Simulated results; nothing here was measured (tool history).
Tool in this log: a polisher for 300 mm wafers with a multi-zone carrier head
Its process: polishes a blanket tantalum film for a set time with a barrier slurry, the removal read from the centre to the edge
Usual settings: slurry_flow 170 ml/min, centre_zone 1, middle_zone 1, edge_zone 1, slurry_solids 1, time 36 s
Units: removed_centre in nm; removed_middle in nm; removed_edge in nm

| run | hour | slurry_flow | centre_zone | middle_zone | edge_zone | slurry_solids | time | incoming thickness of the incoming film, nm | removed_centre | removed_middle | removed_edge |
|---|---|---|---|---|---|---|---|---|---|---|---|
| 1 | 0 | 170 | 1 | 1 | 1 | 1 | 36 | 236.9 | 67.3 | 68.3 | 70.6 |
|  | 6.4 | worn pad replaced by a new one |
| 2 | 24.3 | 170 | 0.94 | 1 | 1 | 1 | 36 | 238 | 67.9 | 72.9 | 75.4 |
| 3 | 39.8 | 170 | 0.94 | 1 | 1 | 1 | 36 | 242.4 | 67.7 | 72.9 | 76.3 |
| 4 | 48.5 | 170 | 0.94 | 1 | 1 | 1 | 36 | 238.8 | 66.3 | 71.9 | 73 |
| 5 | 63.9 | 130 | 1 | 1 | 1 | 1 | 36 | 240.5 | 63.8 | 66.2 | 69 |
| 6 | 73.7 | 130 | 1 | 1 | 1 | 1 | 36 | 241.8 | 63 | 65.8 | 67.8 |
|  | 82.9 | edge zone pressure recalibrated |
|  | 85.7 | worn pad replaced by a new one |
| 7 | 86.2 | 130 | 1 | 1 | 1 | 1 | 36 | 241.5 | 66.7 | 69.4 | 73.4 |
| 8 | 92.2 | 170 | 1 | 1 | 1 | 1 | 36 | 242.3 | 73.2 | 74.8 | 75.4 |
| 9 | 109.1 | 170 | 1 | 1 | 1 | 0.8 | 36 | 235.8 | 69.1 | 70.6 | 72.6 |
|  | 115.4 | centre zone pressure recalibrated |
|  | 137.4 | slurry nozzle cleaned |
| 10 | 153.9 | 170 | 1 | 1.1 | 1 | 1.1 | 36 | 240.5 | 77.2 | 86.6 | 79.5 |
|  | 164.6 | worn pad replaced by a new one |
| 11 | 165.1 | 170 | 1.09 | 1 | 1.08 | 1 | 36 | 238 | 86.3 | 79.7 | 83.7 |
|  | 176 | carrier head's membrane replaced by a new one |
| 12 | 177.9 | 170 | 1 | 1 | 1 | 1 | 36 | 237.1 | 79 | 79.7 | 79.7 |
| 13 | 193.9 | 130 | 1 | 1.09 | 1 | 1 | 40 | 244.7 | 82 | 90.1 | 85 |

Predict the results of run 14:
| 14 | 202 | 170 | 0.9 | 1 | 1 | 1 | 36 | 241.8 | ? | ? | ? |

removed_centre: 70.7 nm
removed_middle: 78.1 nm
removed_edge: 76.8 nm
Without the tool's hidden state the same run would have given removed_centre 74.5 nm, removed_middle 82 nm, removed_edge 80.1 nm.

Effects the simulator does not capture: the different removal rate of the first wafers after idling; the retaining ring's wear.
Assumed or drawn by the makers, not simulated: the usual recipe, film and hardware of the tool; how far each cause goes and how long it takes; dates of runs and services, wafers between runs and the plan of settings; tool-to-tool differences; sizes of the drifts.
